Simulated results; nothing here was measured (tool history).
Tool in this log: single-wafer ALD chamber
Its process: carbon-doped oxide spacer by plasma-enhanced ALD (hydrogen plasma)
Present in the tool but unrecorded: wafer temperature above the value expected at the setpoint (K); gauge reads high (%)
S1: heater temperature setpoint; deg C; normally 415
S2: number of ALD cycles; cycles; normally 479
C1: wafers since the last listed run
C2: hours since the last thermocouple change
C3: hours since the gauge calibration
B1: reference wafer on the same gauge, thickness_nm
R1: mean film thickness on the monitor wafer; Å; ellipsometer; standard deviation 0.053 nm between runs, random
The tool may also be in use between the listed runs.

Run 1, hour 0: usual settings but S2 546 cycles; C1 0; C2 324.5; C3 226.7; B1 21.905. Result: R1 241.8 Å.
Run 2, hour 38: usual settings but S2 439 cycles; C1 21; C2 362.5; C3 264.7; B1 21.91. Result: R1 195.27 Å.
Run 3, hour 85.4: usual settings but S2 439 cycles; C1 26; C2 409.9; C3 312.1; B1 21.901. Result: R1 194.77 Å.
Run 4, hour 149.1: usual settings but S2 439 cycles; C1 35; C2 473.6; C3 375.8; B1 21.903. Result: R1 193.86 Å.
Run 5, hour 176.7: usual settings; C1 15; C2 501.2; C3 403.4; B1 21.903. Result: R1 212.31 Å.
Run 6, hour 200.9: usual settings; C1 13; C2 525.4; C3 427.6; B1 21.895. Result: R1 212.01 Å.
Run 7, hour 241.2: usual settings; C1 22; C2 565.7; C3 467.9; B1 21.914. Result: R1 211.93 Å.
Run 8, hour 270.8: usual settings; C1 16; C2 595.3; C3 497.5; B1 21.896. Result: R1 213.12 Å.
Run 9, hour 329.7: usual settings but S1 420 deg C, S2 507 cycles; C1 33; C2 654.2; C3 556.4; B1 21.898. Result: R1 221.23 Å.
Run 10, hour 357.9: usual settings; C1 15; C2 682.4; C3 584.6; B1 21.907. Result: R1 212.37 Å.
Run 11, hour 385: usual settings; C1 15; C2 709.5; C3 611.7; B1 21.876. Result: R1 213.32 Å.
Run 12, hour 410.9: usual settings; C1 14; C2 735.4; C3 637.6; B1 21.917. Result: R1 213.05 Å.
Run 13, hour 453.8: usual settings; C1 24; C2 778.3; C3 680.5; B1 21.928. Result: R1 213.15 Å.
Run 14, hour 486.2: usual settings but S1 406 deg C, S2 393 cycles; C1 18; C2 810.7; C3 712.9; B1 21.904. Result: R1 180.39 Å.
Run 15, hour 554.3: usual settings but S1 423 deg C, S2 560 cycles; C1 38; C2 878.8; C3 781; B1 21.888. Result: R1 243.51 Å.
Run 16, hour 607.3: usual settings but S1 429 deg C, S2 404 cycles; C1 29; C2 931.8; C3 834; B1 21.91. Result: R1 172.05 Å.
Run 17, hour 677.8: usual settings; C1 39; C2 1002.3; C3 904.5; B1 21.872. Result: R1 214.4 Å.
Run 18, hour 704.8: usual settings but S1 409 deg C, S2 567 cycles; C1 15; C2 1029.3; C3 931.5; B1 21.9. Result: R1 258.58 Å.
Run 19, hour 754.1: usual settings; C1 27; C2 1078.6; C3 980.8; B1 21.893. Result: R1 214.29 Å.
Run 20, hour 812.8: usual settings but S1 425 deg C, S2 522 cycles; C1 33; C2 1137.3; C3 1039.5; B1 21.875. Result: R1 226.65 Å.
Run 21, hour 849.2: usual settings but S1 423 deg C, S2 523 cycles; C1 20; C2 1173.7; C3 1075.9; B1 21.908. Result: R1 229.01 Å.
At hour 890.7: gauge calibrated.
At hour 954.7: thermocouple changed; heater temperature recalibrated.
Run 22, hour 955.2: usual settings but S1 406 deg C, S2 438 cycles; C1 55; C2 0.5; C3 64.5; B1 21.883. Result: R1 199.34 Å.
Run 23, hour 978.1: usual settings but S2 548 cycles; C1 12; C2 23.4; C3 87.4; B1 21.894. Result: R1 242.61 Å.
Run 24, hour 1077.9: usual settings but S1 406 deg C, S2 438 cycles; C1 56; C2 123.2; C3 187.2; B1 21.889. Result: R1 199.59 Å.
Run 25, hour 1144.9: usual settings but S2 433 cycles; C1 37; C2 190.2; C3 254.2; B1 21.908. Result: R1 191.99 Å.
Run 26, hour 1216.8: usual settings but S1 409 deg C, S2 423 cycles; C1 40; C2 262.1; C3 326.1; B1 21.889. Result: R1 190.58 Å.

Subtracting, for every run, the result it would have given without the tool's unlogged condition from the measured result gives the following. The same run-to-run variation enters both numbers; the gauge's scatter may not:
run     R1
  1  +0.69
  2  +0.61
  3  +0.68
  4  +0.78
  5  +0.91
  6  +0.96
  7  +1.06
  8  +1.14
  9  +1.36
 10  +1.37
 11  +1.46
 12  +1.53
 13  +1.67
 14  +1.47
 15  +2.37
 16  +1.87
 17  +2.52
 18  +3.12
 19  +2.85
 20  +3.41
 21  +3.61
 22  +0.41
 23  +0.51
 24  +0.44
 25  +0.47
 26  +0.52
